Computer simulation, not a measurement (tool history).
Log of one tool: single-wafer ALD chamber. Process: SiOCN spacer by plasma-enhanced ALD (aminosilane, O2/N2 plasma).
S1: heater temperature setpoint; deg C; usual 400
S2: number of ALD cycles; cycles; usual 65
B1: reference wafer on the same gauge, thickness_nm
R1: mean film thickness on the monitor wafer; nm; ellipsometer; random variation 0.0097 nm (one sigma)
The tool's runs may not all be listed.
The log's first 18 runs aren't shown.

run     day   S1  S2     B1     R1
 19  36.238  400  65  3.654  3.965
 20  38.225  400  65  3.656   3.97
 21  39.804  400  65  3.657  3.951
 22  42.388  400  65  3.658  3.948
 23  45.021  400  60  3.668  3.642
 24  46.054  400  58  3.665  3.521
 25  47.688  395  57  3.661  3.474
 26  48.954  390  72  3.658   4.39
 27  51.096  405  58   3.66  3.467
 28  52.388  407  61  3.664   3.62
     54.967  -- thermocouple changed; heater temperature recalibrated
 29  57.062  400  55  3.668   3.35
 30  58.625  396  72  3.668  4.394
 31  59.746  405  73  3.672  4.363
 32  62.592  400  65  3.668  3.971
 33  64.725  394  58  3.671  3.533

The next listed run, before its measurement:
 34  66.154  400  54   ?   ?

Run 34 gave B1 3.67, R1 3.307 nm.
Without the tool's hidden state the same run would have given R1 3.244 nm.
